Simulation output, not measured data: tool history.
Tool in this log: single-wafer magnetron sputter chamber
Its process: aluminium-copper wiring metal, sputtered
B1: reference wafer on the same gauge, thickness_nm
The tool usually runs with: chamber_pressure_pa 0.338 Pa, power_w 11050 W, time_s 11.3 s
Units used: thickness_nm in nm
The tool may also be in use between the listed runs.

run 1 hour=0.0 | chamber_pressure_pa=0.338 power_w=11050 time_s=11.3 | B1=225.032 | thickness_nm=237.000
run 2 hour=52.0 | chamber_pressure_pa=0.338 power_w=11050 time_s=11.3 | B1=225.221 | thickness_nm=237.709
-- hour=62.6 sputter target and shields replaced
run 3 hour=104.2 | chamber_pressure_pa=0.338 power_w=11850 time_s=11.3 | B1=224.877 | thickness_nm=254.611
run 4 hour=140.0 | chamber_pressure_pa=0.338 power_w=11850 time_s=11.3 | B1=224.822 | thickness_nm=253.866
run 5 hour=192.2 | chamber_pressure_pa=0.338 power_w=11050 time_s=11.3 | B1=224.906 | thickness_nm=237.939
run 6 hour=250.7 | chamber_pressure_pa=0.338 power_w=11050 time_s=12.0 | B1=224.702 | thickness_nm=254.081
-- hour=260.5 magnet pack replaced
-- hour=276.7 sputter target and shields replaced
run 7 hour=340.0 | chamber_pressure_pa=0.338 power_w=11050 time_s=12.0 | B1=224.948 | thickness_nm=255.952
run 8 hour=368.7 | chamber_pressure_pa=0.237 power_w=8700 time_s=10.6 | B1=224.761 | thickness_nm=199.998
-- hour=399.4 gauge calibrated
run 9 hour=402.7 | chamber_pressure_pa=0.338 power_w=11050 time_s=10.4 | B1=224.928 | thickness_nm=221.758
run 10 hour=438.3 | chamber_pressure_pa=0.408 power_w=12100 time_s=10.6 | B1=225.172 | thickness_nm=231.695
run 11 hour=497.6 | chamber_pressure_pa=0.230 power_w=9650 time_s=11.3 | B1=225.044 | thickness_nm=230.880
-- hour=523.3 sputter target and shields replaced
-- hour=533.7 capacitance manometer re-zeroed and calibrated
run 12 hour=558.0 | chamber_pressure_pa=0.408 power_w=12100 time_s=10.6 | B1=225.263 | thickness_nm=223.497
run 13 hour=603.9 | chamber_pressure_pa=0.256 power_w=11050 time_s=11.3 | B1=225.006 | thickness_nm=248.570
run 14 hour=654.0 | chamber_pressure_pa=0.204 power_w=9950 time_s=11.3 | B1=225.040 | thickness_nm=236.708
run 15 hour=685.8 | chamber_pressure_pa=0.338 power_w=11050 time_s=11.3 | B1=224.884 | thickness_nm=232.008

Below are 4 alternative next runs, each starting from the tool's condition after run 15. Predict each:
run A hour=686.2 | chamber_pressure_pa=0.338 power_w=11050 time_s=11.3 | B1=? | thickness_nm=?
run B hour=686.2 | chamber_pressure_pa=0.417 power_w=11050 time_s=11.3 | B1=? | thickness_nm=?
run C hour=686.2 | chamber_pressure_pa=0.466 power_w=12850 time_s=12.3 | B1=? | thickness_nm=?
run D hour=686.2 | chamber_pressure_pa=0.278 power_w=11050 time_s=12.7 | B1=? | thickness_nm=?

run=A B1=225.137 thickness_nm=231.156
run=B B1=225.137 thickness_nm=218.679
run=C B1=225.137 thickness_nm=258.533
run=D B1=225.137 thickness_nm=271.191
The same runs, with their run-to-run variation unchanged, on a tool lacking any hidden condition would have given:
run=A thickness_nm=235.436
run=B thickness_nm=222.479
run=C thickness_nm=262.850
run=D thickness_nm=276.458

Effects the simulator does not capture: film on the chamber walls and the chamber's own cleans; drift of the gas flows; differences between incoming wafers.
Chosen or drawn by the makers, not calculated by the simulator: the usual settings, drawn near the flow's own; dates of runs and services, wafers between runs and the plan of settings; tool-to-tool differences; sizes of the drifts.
